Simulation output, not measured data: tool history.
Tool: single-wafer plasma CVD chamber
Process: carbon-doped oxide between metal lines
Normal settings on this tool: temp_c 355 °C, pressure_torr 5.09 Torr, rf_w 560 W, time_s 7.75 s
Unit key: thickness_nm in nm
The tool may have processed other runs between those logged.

| run | day | temp_c | pressure_torr | rf_w | time_s | wafers since the last listed run | hours since the last thermocouple change | hours since the last RF generator calibration | hours since the last manometer calibration | hours since the showerhead was replaced | hours since the gauge calibration | read-back reference wafer on the same gauge, thickness_nm | thickness_nm |
|---|---|---|---|---|---|---|---|---|---|---|---|---|---|
| 1 | 0.000 | 355 | 5.09 | 560 | 7.75 | 0 | 1743.0 | 848.6 | 2054.3 | 2717.7 | 684.3 | 43.705 | 41.760 |
| 2 | 2.742 | 355 | 5.09 | 560 | 7.75 | 1185 | 1808.8 | 914.4 | 2120.1 | 2783.5 | 750.1 | 43.713 | 41.567 |
| 3 | 5.029 | 355 | 5.09 | 560 | 7.75 | 989 | 1863.7 | 969.3 | 2175.0 | 2838.4 | 805.0 | 43.712 | 41.362 |
| 4 | 7.071 | 355 | 5.09 | 560 | 8.19 | 883 | 1912.7 | 1018.3 | 2224.0 | 2887.4 | 854.0 | 43.726 | 43.768 |
| 5 | 10.496 | 355 | 5.09 | 560 | 7.75 | 1481 | 1994.9 | 1100.5 | 2306.2 | 2969.6 | 936.2 | 43.672 | 41.212 |
|  | 12.346 | thermocouple changed; heater temperature recalibrated |
| 6 | 14.396 | 347 | 5.09 | 560 | 7.75 | 1542 | 49.2 | 1194.1 | 2399.8 | 3063.2 | 1029.8 | 43.675 | 42.558 |
| 7 | 17.671 | 351 | 5.09 | 560 | 7.75 | 1416 | 127.8 | 1272.7 | 2478.4 | 3141.8 | 1108.4 | 43.710 | 41.891 |
| 8 | 21.617 | 368 | 4.11 | 560 | 7.75 | 1706 | 222.5 | 1367.4 | 2573.1 | 3236.5 | 1203.1 | 43.678 | 37.795 |
| 9 | 23.821 | 360 | 5.09 | 560 | 7.75 | 953 | 275.4 | 1420.3 | 2626.0 | 3289.4 | 1256.0 | 43.691 | 40.647 |
| 10 | 28.004 | 355 | 5.58 | 560 | 8.18 | 1809 | 375.8 | 1520.7 | 2726.4 | 3389.8 | 1356.4 | 43.665 | 44.146 |
|  | 28.529 | capacitance manometer re-zeroed and calibrated |
|  | 30.533 | RF generator calibrated |
|  | 31.612 | showerhead replaced |
| 11 | 32.129 | 355 | 5.09 | 560 | 7.75 | 1351 | 474.8 | 38.3 | 86.4 | 12.4 | 1455.4 | 43.700 | 42.492 |
| 12 | 35.604 | 355 | 5.09 | 560 | 7.75 | 1503 | 558.2 | 121.7 | 169.8 | 95.8 | 1538.8 | 43.698 | 42.515 |
| 13 | 38.004 | 362 | 5.09 | 595 | 6.71 | 1038 | 615.8 | 179.3 | 227.4 | 153.4 | 1596.4 | 43.685 | 37.944 |
| 14 | 41.717 | 351 | 6.03 | 460 | 8.43 | 1605 | 704.9 | 268.4 | 316.5 | 242.5 | 1685.5 | 43.704 | 40.527 |
| 15 | 43.567 | 355 | 5.09 | 560 | 7.75 | 800 | 749.3 | 312.8 | 360.9 | 286.9 | 1729.9 | 43.666 | 42.521 |
| 16 | 47.908 | 346 | 5.09 | 495 | 7.00 | 1877 | 853.5 | 417.0 | 465.1 | 391.1 | 1834.1 | 43.718 | 35.915 |
|  | 50.042 | capacitance manometer re-zeroed and calibrated, repeated, since the last time left the tool worse |
| 17 | 50.062 | 355 | 5.09 | 560 | 7.75 | 787 | 905.2 | 468.7 | 0.5 | 442.8 | 1885.8 | 43.701 | 41.719 |
|  | 50.592 | gauge calibrated |
| 18 | 53.521 | 355 | 5.09 | 560 | 7.75 | 1495 | 988.2 | 551.7 | 83.5 | 525.8 | 70.3 | 43.704 | 41.849 |
| 19 | 56.479 | 341 | 5.09 | 560 | 7.75 | 1279 | 1059.2 | 622.7 | 154.5 | 596.8 | 141.3 | 43.707 | 43.920 |
| 20 | 58.846 | 355 | 5.09 | 560 | 7.75 | 1023 | 1116.0 | 679.5 | 211.3 | 653.6 | 198.1 | 43.733 | 41.856 |
| 21 | 61.154 | 355 | 5.09 | 560 | 7.11 | 998 | 1171.4 | 734.9 | 266.7 | 709.0 | 253.5 | 43.709 | 38.295 |
| 22 | 63.383 | 355 | 5.09 | 590 | 7.75 | 964 | 1224.9 | 788.4 | 320.2 | 762.5 | 307.0 | 43.683 | 43.562 |
| 23 | 66.329 | 355 | 5.09 | 560 | 9.02 | 1274 | 1295.6 | 859.1 | 390.9 | 833.2 | 377.7 | 43.686 | 48.787 |
| 24 | 68.150 | 355 | 4.59 | 560 | 7.75 | 787 | 1339.3 | 902.8 | 434.6 | 876.9 | 421.4 | 43.704 | 40.763 |
| 25 | 72.488 | 355 | 5.66 | 560 | 6.85 | 1876 | 1443.4 | 1006.9 | 538.7 | 981.0 | 525.5 | 43.719 | 38.025 |
| 26 | 75.679 | 363 | 5.97 | 560 | 7.75 | 1380 | 1520.0 | 1083.5 | 615.3 | 1057.6 | 602.1 | 43.693 | 42.005 |
| 27 | 78.129 | 355 | 5.09 | 560 | 7.75 | 1059 | 1578.8 | 1142.3 | 674.1 | 1116.4 | 660.9 | 43.715 | 41.821 |

Forecast each of these 5 alternatives for the next run:
| A | 78.146 | 355 | 5.09 | 560 | 6.25 | 7 | 1579.2 | 1142.7 | 674.5 | 1116.8 | 661.3 | ? | ? |
| B | 78.146 | 355 | 6.20 | 560 | 8.85 | 7 | 1579.2 | 1142.7 | 674.5 | 1116.8 | 661.3 | ? | ? |
| C | 78.146 | 355 | 5.09 | 560 | 8.30 | 7 | 1579.2 | 1142.7 | 674.5 | 1116.8 | 661.3 | ? | ? |
| D | 78.146 | 355 | 5.09 | 625 | 8.32 | 7 | 1579.2 | 1142.7 | 674.5 | 1116.8 | 661.3 | ? | ? |
| E | 78.146 | 343 | 5.81 | 465 | 7.75 | 7 | 1579.2 | 1142.7 | 674.5 | 1116.8 | 661.3 | ? | ? |

| run | read-back reference wafer on the same gauge, thickness_nm | thickness_nm |
|---|---|---|
| A | 43.668 | 33.634 |
| B | 43.668 | 48.985 |
| C | 43.668 | 44.494 |
| D | 43.668 | 48.427 |
| E | 43.668 | 38.057 |
What these runs would have given with no unlogged condition in the tool:
| run | thickness_nm |
|---|---|
| A | 33.638 |
| B | 48.988 |
| C | 44.499 |
| D | 48.432 |
| E | 38.060 |

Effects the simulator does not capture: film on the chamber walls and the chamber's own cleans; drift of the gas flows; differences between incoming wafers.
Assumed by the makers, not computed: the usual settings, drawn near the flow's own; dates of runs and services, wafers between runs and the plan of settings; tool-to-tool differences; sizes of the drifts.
